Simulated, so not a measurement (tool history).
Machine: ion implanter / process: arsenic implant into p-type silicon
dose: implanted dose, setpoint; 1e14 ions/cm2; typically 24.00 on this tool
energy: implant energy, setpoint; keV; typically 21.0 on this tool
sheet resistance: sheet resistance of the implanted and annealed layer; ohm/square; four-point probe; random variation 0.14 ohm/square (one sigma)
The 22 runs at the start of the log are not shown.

| run | hour | dose | energy | wafers since the last listed run | hours since the last dose calibration | hours since the extraction supply was calibrated | hours since the gauge calibration | read-back reference wafer on the same gauge, sheet resistance | sheet resistance |
|---|---|---|---|---|---|---|---|---|---|
| 23 | 277.7 | 24.00 | 23.0 | 288 | 18.2 | 53.4 | 128.6 | 101.98 | 93.33 |
| 24 | 293.4 | 30.09 | 24.0 | 256 | 33.9 | 69.1 | 144.3 | 102.04 | 88.13 |
| 25 | 336.3 | 19.37 | 28.5 | 699 | 76.8 | 112.0 | 187.2 | 101.99 | 91.86 |
| 26 | 347.9 | 24.00 | 18.0 | 189 | 88.4 | 123.6 | 198.8 | 102.02 | 100.41 |
| 27 | 361.5 | 27.60 | 21.0 | 221 | 102.0 | 137.2 | 212.4 | 102.01 | 93.61 |
| 28 | 372.3 | 26.70 | 25.5 | 176 | 112.8 | 148.0 | 223.2 | 102.02 | 88.17 |
| 29 | 382.3 | 26.71 | 26.0 | 163 | 122.8 | 158.0 | 233.2 | 102.04 | 87.41 |
| 30 | 399.1 | 18.77 | 14.0 | 273 | 139.6 | 174.8 | 250.0 | 102.00 | 111.73 |
| 31 | 415.7 | 17.18 | 19.0 | 270 | 156.2 | 191.4 | 266.6 | 102.01 | 107.05 |
| 32 | 431.1 | 28.14 | 19.0 | 251 | 171.6 | 206.8 | 282.0 | 101.99 | 96.53 |
| 33 | 438.7 | 24.00 | 21.0 | 123 | 179.2 | 214.4 | 289.6 | 102.00 | 96.37 |
| 34 | 480.6 | 24.00 | 21.0 | 683 | 221.1 | 256.3 | 331.5 | 102.02 | 96.06 |
| 35 | 493.3 | 19.12 | 28.0 | 207 | 233.8 | 269.0 | 344.2 | 101.95 | 92.78 |
| 36 | 503.1 | 24.00 | 21.0 | 159 | 243.6 | 278.8 | 354.0 | 102.00 | 96.33 |

Predict each of these 5 candidate next runs independently; none follows another, all start after run 36:
| A | 503.5 | 24.00 | 15.0 | 6 | 244.0 | 279.2 | 354.4 | ? | ? |
| B | 503.5 | 30.48 | 18.5 | 6 | 244.0 | 279.2 | 354.4 | ? | ? |
| C | 503.5 | 28.29 | 15.5 | 6 | 244.0 | 279.2 | 354.4 | ? | ? |
| D | 503.5 | 24.00 | 15.5 | 6 | 244.0 | 279.2 | 354.4 | ? | ? |
| E | 503.5 | 28.30 | 18.5 | 6 | 244.0 | 279.2 | 354.4 | ? | ? |

| run | read-back reference wafer on the same gauge, sheet resistance | sheet resistance |
|---|---|---|
| A | 102.03 | 105.08 |
| B | 102.03 | 95.82 |
| C | 102.03 | 101.55 |
| D | 102.03 | 104.32 |
| E | 102.03 | 96.96 |
Stripped of hidden state, with their random variation kept, the same runs would have yielded:
| run | sheet resistance |
|---|---|
| A | 105.08 |
| B | 95.81 |
| C | 101.55 |
| D | 104.32 |
| E | 96.96 |
